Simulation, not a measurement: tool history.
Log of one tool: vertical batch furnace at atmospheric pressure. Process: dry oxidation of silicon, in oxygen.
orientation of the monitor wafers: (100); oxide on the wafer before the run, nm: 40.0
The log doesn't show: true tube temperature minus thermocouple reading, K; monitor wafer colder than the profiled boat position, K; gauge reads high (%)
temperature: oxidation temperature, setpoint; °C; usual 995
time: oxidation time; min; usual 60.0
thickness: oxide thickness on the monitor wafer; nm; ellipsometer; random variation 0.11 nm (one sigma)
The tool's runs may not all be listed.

| run | day | temperature | time | wafers since the last listed run | hours since the last temperature calibration | hours since the boat lift was adjusted | hours since the gauge calibration | read-back reference wafer on the same gauge, thickness | thickness |
|---|---|---|---|---|---|---|---|---|---|
| 1 | 0.000 | 995 | 60.0 | 0 | 1491.4 | 3251.0 | 248.3 | 83.03 | 75.85 |
| 2 | 0.533 | 995 | 60.0 | 136 | 1504.2 | 3263.8 | 261.1 | 83.02 | 75.68 |
|  | 0.667 | gauge calibrated |
| 3 | 1.100 | 995 | 60.0 | 145 | 1517.8 | 3277.4 | 10.4 | 83.01 | 76.04 |
| 4 | 1.600 | 995 | 60.0 | 128 | 1529.8 | 3289.4 | 22.4 | 83.00 | 75.82 |
| 5 | 2.154 | 995 | 60.0 | 142 | 1543.1 | 3302.7 | 35.7 | 82.99 | 75.84 |
| 6 | 2.508 | 995 | 79.5 | 90 | 1551.6 | 3311.2 | 44.2 | 83.01 | 85.37 |
| 7 | 3.017 | 995 | 79.5 | 130 | 1563.8 | 3323.4 | 56.4 | 82.99 | 85.55 |
| 8 | 3.617 | 1013 | 46.0 | 153 | 1578.2 | 3337.8 | 70.8 | 83.00 | 75.24 |
| 9 | 4.058 | 1013 | 46.0 | 113 | 1588.8 | 3348.4 | 81.4 | 83.02 | 75.01 |
| 10 | 4.771 | 1013 | 46.0 | 182 | 1605.9 | 3365.5 | 98.5 | 82.99 | 75.03 |
| 11 | 5.042 | 995 | 75.5 | 69 | 1612.4 | 3372.0 | 105.0 | 82.99 | 83.81 |
| 12 | 5.433 | 995 | 75.5 | 100 | 1621.8 | 3381.4 | 114.4 | 82.97 | 83.82 |
| 13 | 5.700 | 1005 | 41.0 | 68 | 1628.2 | 3387.8 | 120.8 | 82.97 | 69.20 |
|  | 7.088 | thermocouples replaced and temperature profile calibrated |
| 14 | 7.108 | 1005 | 41.0 | 104 | 0.5 | 3421.6 | 154.6 | 83.00 | 67.29 |
| 15 | 7.267 | 995 | 80.5 | 40 | 4.3 | 3425.4 | 158.4 | 83.05 | 83.48 |
| 16 | 7.425 | 995 | 60.0 | 40 | 8.1 | 3429.2 | 162.2 | 82.97 | 73.83 |
| 17 | 7.988 | 1011 | 60.0 | 144 | 21.6 | 3442.7 | 175.7 | 83.08 | 80.35 |
| 18 | 8.546 | 1011 | 60.0 | 143 | 35.0 | 3456.1 | 189.1 | 82.99 | 80.29 |
| 19 | 8.879 | 1011 | 60.0 | 85 | 43.0 | 3464.1 | 197.1 | 83.06 | 80.33 |
|  | 10.150 | boat lift adjusted |
| 20 | 10.171 | 995 | 60.0 | 74 | 74.0 | 0.5 | 228.1 | 82.96 | 73.76 |
| 21 | 10.329 | 995 | 60.0 | 40 | 77.8 | 4.3 | 231.9 | 82.96 | 73.87 |
| 22 | 10.488 | 980 | 39.5 | 40 | 81.6 | 8.1 | 235.7 | 82.98 | 60.56 |
| 23 | 10.996 | 995 | 80.5 | 130 | 93.8 | 20.3 | 247.9 | 82.97 | 83.68 |
| 24 | 11.646 | 1017 | 39.0 | 166 | 109.4 | 35.9 | 263.5 | 83.01 | 69.87 |
| 25 | 12.108 | 1007 | 87.0 | 118 | 120.5 | 47.0 | 274.6 | 82.97 | 92.90 |
| 26 | 12.833 | 972 | 60.0 | 185 | 137.9 | 64.4 | 292.0 | 82.98 | 67.48 |
|  | 12.933 | gauge calibrated |
| 27 | 13.304 | 1012 | 86.5 | 120 | 149.2 | 75.7 | 8.9 | 83.01 | 95.42 |
| 28 | 13.742 | 1017 | 30.0 | 112 | 159.7 | 86.2 | 19.4 | 83.06 | 64.23 |
| 29 | 14.104 | 995 | 60.0 | 92 | 168.4 | 94.9 | 28.1 | 83.05 | 73.88 |
| 30 | 14.529 | 1006 | 60.0 | 108 | 178.6 | 105.1 | 38.3 | 83.03 | 78.33 |
| 31 | 15.254 | 1005 | 41.0 | 185 | 196.0 | 122.5 | 55.7 | 82.99 | 67.31 |
| 32 | 15.888 | 1020 | 60.0 | 162 | 211.2 | 137.7 | 70.9 | 83.01 | 84.36 |
| 33 | 16.321 | 995 | 60.0 | 111 | 221.6 | 148.1 | 81.3 | 82.98 | 73.97 |
| 34 | 16.604 | 995 | 76.0 | 72 | 228.4 | 154.9 | 88.1 | 82.99 | 81.41 |
| 35 | 16.904 | 995 | 76.5 | 76 | 235.6 | 162.1 | 95.3 | 83.02 | 81.63 |
| 36 | 17.258 | 995 | 60.0 | 90 | 244.1 | 170.6 | 103.8 | 83.04 | 73.93 |
| 37 | 17.862 | 973 | 73.0 | 154 | 258.6 | 185.1 | 118.3 | 83.02 | 72.44 |
| 38 | 18.417 | 1014 | 78.0 | 142 | 271.9 | 198.4 | 131.6 | 83.00 | 91.85 |
| 39 | 18.925 | 1003 | 77.5 | 130 | 284.1 | 210.6 | 143.8 | 82.99 | 86.12 |

Forecast each of these 3 alternatives for the next run:
| A | 19.088 | 1016 | 60.0 | 41 | 288.0 | 214.5 | 147.7 | ? | ? |
| B | 19.088 | 1006 | 47.0 | 41 | 288.0 | 214.5 | 147.7 | ? | ? |
| C | 19.088 | 1004 | 83.5 | 41 | 288.0 | 214.5 | 147.7 | ? | ? |

| run | read-back reference wafer on the same gauge, thickness | thickness |
|---|---|---|
| A | 83.04 | 82.70 |
| B | 83.04 | 71.20 |
| C | 83.04 | 89.51 |
Without the tool's hidden state the same runs would have given:
| run | thickness |
|---|---|
| A | 82.18 |
| B | 70.81 |
| C | 88.91 |

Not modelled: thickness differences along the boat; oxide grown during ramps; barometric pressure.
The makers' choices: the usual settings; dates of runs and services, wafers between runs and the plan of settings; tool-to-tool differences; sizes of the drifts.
